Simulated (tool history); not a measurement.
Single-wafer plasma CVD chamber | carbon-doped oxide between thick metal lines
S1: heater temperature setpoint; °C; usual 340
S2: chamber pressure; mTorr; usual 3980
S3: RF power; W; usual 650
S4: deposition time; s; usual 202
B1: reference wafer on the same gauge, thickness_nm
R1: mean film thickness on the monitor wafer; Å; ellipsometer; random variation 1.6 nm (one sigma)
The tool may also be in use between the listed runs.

| run | hour | S1 | S2 | S3 | S4 | B1 | R1 |
|---|---|---|---|---|---|---|---|
| 1 | 0 | 345 | 3420 | 650 | 202 | 909.608 | 10694.08 |
| 2 | 15.4 | 345 | 3420 | 650 | 202 | 910.536 | 10715.87 |
| 3 | 33 | 340 | 3980 | 650 | 202 | 910.171 | 11109.34 |
| 4 | 46.3 | 340 | 3980 | 650 | 202 | 910.187 | 11119.1 |
| 5 | 63.7 | 340 | 3980 | 650 | 202 | 910.069 | 11159.62 |
| 6 | 79.9 | 329 | 3980 | 750 | 202 | 909.747 | 12520.54 |
| 7 | 92.3 | 329 | 3980 | 750 | 202 | 910.286 | 12512.42 |
| 8 | 108.9 | 329 | 3980 | 750 | 202 | 910.047 | 12542.99 |
| 9 | 120.6 | 340 | 3510 | 650 | 202 | 909.987 | 10900.6 |
| 10 | 142.5 | 340 | 3980 | 650 | 182 | 910.161 | 9797.14 |
| 11 | 150.2 | 340 | 3980 | 700 | 202 | 910.009 | 11326.78 |
| 12 | 156.5 | 340 | 3980 | 650 | 202 | 909.845 | 10913.27 |
| 13 | 171.1 | 340 | 3170 | 725 | 202 | 909.935 | 11230.76 |
| 14 | 183.4 | 355 | 4910 | 550 | 225 | 909.935 | 10962.78 |
| 15 | 189.7 | 340 | 3440 | 650 | 214 | 910.064 | 11315.19 |
| 16 | 206.7 | 340 | 3980 | 650 | 202 | 909.749 | 10970.47 |
| 17 | 220.1 | 340 | 3210 | 610 | 169 | 909.975 | 8562.62 |
| 18 | 237.8 | 325 | 4540 | 540 | 239 | 909.932 | 12645.81 |

Not shown: 5 entries that the log had between the listed runs. Between which runs, and how does the tool's hidden state differ before and after?
Between runs 8 and 9: capacitance manometer re-zeroed and calibrated (hour 118.4)
  wafer temperature above the value expected at the setpoint (K): -5.54 -> -5.56
  measured less the result without the state, R1: +258.81 -> +201.64 Å
Between runs 9 and 10: thermocouple changed; heater temperature recalibrated (hour 141.1); showerhead replaced (hour 142)
  wafer temperature above the value expected at the setpoint (K): -5.56 -> 0.892
  measured less the result without the state, R1: +201.64 -> -27.07 Å
Between runs 12 and 13: RF generator calibrated (hour 167.6)
  wafer temperature above the value expected at the setpoint (K): 0.616 -> 0.34
  measured less the result without the state, R1: -20.82 -> -11.84 Å
Between runs 13 and 14: gauge calibrated (hour 176)
  wafer temperature above the value expected at the setpoint (K): 0.34 -> 0.118
  measured less the result without the state, R1: -11.84 -> -3.53 Å
